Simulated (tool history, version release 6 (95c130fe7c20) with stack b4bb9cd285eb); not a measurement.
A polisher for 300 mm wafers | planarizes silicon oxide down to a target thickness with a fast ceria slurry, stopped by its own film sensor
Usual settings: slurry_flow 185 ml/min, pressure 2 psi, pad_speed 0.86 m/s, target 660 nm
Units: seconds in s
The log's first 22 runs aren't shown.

| run | day | slurry_flow | pressure | pad_speed | target | incoming thickness of the incoming film, nm | seconds |
|---|---|---|---|---|---|---|---|
| 23 | 39.675 | 185 | 1.7 | 0.76 | 660 | 1293.5 | 70.3 |
|  | 40.104 | head pressure recalibrated |
| 24 | 41.988 | 185 | 2 | 0.86 | 660 | 1297.4 | 56.7 |
| 25 | 43.038 | 185 | 1.7 | 0.86 | 869 | 1319.8 | 45.4 |
| 26 | 44.429 | 185 | 2 | 0.86 | 660 | 1325.7 | 60 |
| 27 | 46.333 | 185 | 1.6 | 0.86 | 831 | 1325.7 | 50.8 |
|  | 46.508 | worn pad replaced by a new one |
| 28 | 47.775 | 150 | 2 | 1 | 660 | 1300.9 | 51.5 |
| 29 | 50.258 | 185 | 2 | 0.86 | 826 | 1313.3 | 45 |
| 30 | 52.983 | 185 | 1.6 | 0.86 | 660 | 1312.4 | 70.4 |
|  | 53.683 | slurry nozzle cleaned |
| 31 | 55.362 | 185 | 1.5 | 1.04 | 660 | 1300.4 | 58.2 |
| 32 | 56.862 | 185 | 2.5 | 0.86 | 660 | 1319.2 | 49.1 |
| 33 | 58.05 | 185 | 2 | 0.86 | 660 | 1292.8 | 55.7 |
| 34 | 59.117 | 185 | 1.3 | 0.86 | 660 | 1298.4 | 75.7 |
|  | 65.2 | worn pad replaced by a new one |
| 35 | 66.488 | 245 | 2 | 1.14 | 806 | 1282 | 31 |
| 36 | 68.117 | 185 | 1.4 | 0.86 | 660 | 1320.6 | 74.2 |
| 37 | 70.725 | 215 | 2 | 0.86 | 726 | 1316.4 | 52.2 |
| 38 | 72.221 | 185 | 2 | 0.86 | 660 | 1331.6 | 61.2 |

Forecast each of these 3 alternatives for the next run:
| A | 72.238 | 185 | 2 | 0.74 | 660 | 1339.6 | ? |
| B | 72.238 | 155 | 2.5 | 1.02 | 736 | 1339.6 | ? |
| C | 72.238 | 205 | 2 | 0.98 | 725 | 1339.6 | ? |

| run | seconds |
|---|---|
| A | 71.9 |
| B | 40.8 |
| C | 48.3 |
Without the tool's hidden state the same runs would have given:
| run | seconds |
|---|---|
| A | 69 |
| B | 38.8 |
| C | 46.5 |
